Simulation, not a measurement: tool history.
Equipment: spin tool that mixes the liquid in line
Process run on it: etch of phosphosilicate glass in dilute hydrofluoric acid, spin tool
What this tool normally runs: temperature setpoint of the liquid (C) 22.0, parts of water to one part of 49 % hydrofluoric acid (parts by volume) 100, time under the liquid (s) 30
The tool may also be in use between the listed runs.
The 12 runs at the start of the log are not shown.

run,hour,temperature setpoint of the liquid (C),parts of water to one part of 49 % hydrofluoric acid (parts by volume),time under the liquid (s),"read-back film thickness of the phosphosilicate glass reference wafer, read on the same gauge (nm)",thickness taken off the phosphosilicate glass on a monitor wafer (nm)
13,714.0,22.0,100,30,69.99,44.39
14,775.2,22.0,100,45,70.03,65.92
15,849.3,25.5,70,40,69.99,101.26
# hour 906.8: gauge calibrated
16,918.6,22.0,100,30,69.99,43.48
17,990.2,18.5,125,50,70.00,48.90
# hour 1032.2: thermometer replaced
18,1194.8,18.0,120,15,69.99,16.56
19,1234.8,18.5,100,15,69.99,20.68
# hour 1251.4: hydrofluoric acid flow meter replaced
20,1289.1,22.0,100,30,70.01,47.83
21,1323.7,18.5,70,25,69.99,50.99
22,1433.7,22.0,125,30,70.00,36.96
23,1468.7,24.0,135,45,70.03,54.16
24,1539.6,22.0,100,45,69.97,70.70
25,1587.5,18.5,75,35,70.00,64.06
26,1641.2,20.0,120,20,70.01,23.42
27,1704.3,22.0,100,30,69.97,46.63
28,1751.8,22.0,100,30,70.02,46.96
29,1795.8,22.0,100,30,70.03,47.09
30,1837.9,25.5,55,20,69.99,68.13
31,1898.6,22.0,100,30,70.00,47.03

Below are 5 alternative next runs, each starting from the tool's condition after run 31. Predict each:
A,1899.0,26.5,100,30,?,?
B,1899.0,18.5,120,40,?,?
C,1899.0,18.5,100,30,?,?
D,1899.0,20.5,135,45,?,?
E,1899.0,22.0,75,30,?,?

run,"read-back film thickness of the phosphosilicate glass reference wafer, read on the same gauge (nm)",thickness taken off the phosphosilicate glass on a monitor wafer (nm)
A,69.97,55.95
B,69.97,44.03
C,69.97,40.46
D,69.97,47.05
E,69.97,64.19
Without the tool's hidden state the same runs would have given:
run,thickness taken off the phosphosilicate glass on a monitor wafer (nm)
A,58.12
B,45.85
C,42.15
D,48.94
E,66.84

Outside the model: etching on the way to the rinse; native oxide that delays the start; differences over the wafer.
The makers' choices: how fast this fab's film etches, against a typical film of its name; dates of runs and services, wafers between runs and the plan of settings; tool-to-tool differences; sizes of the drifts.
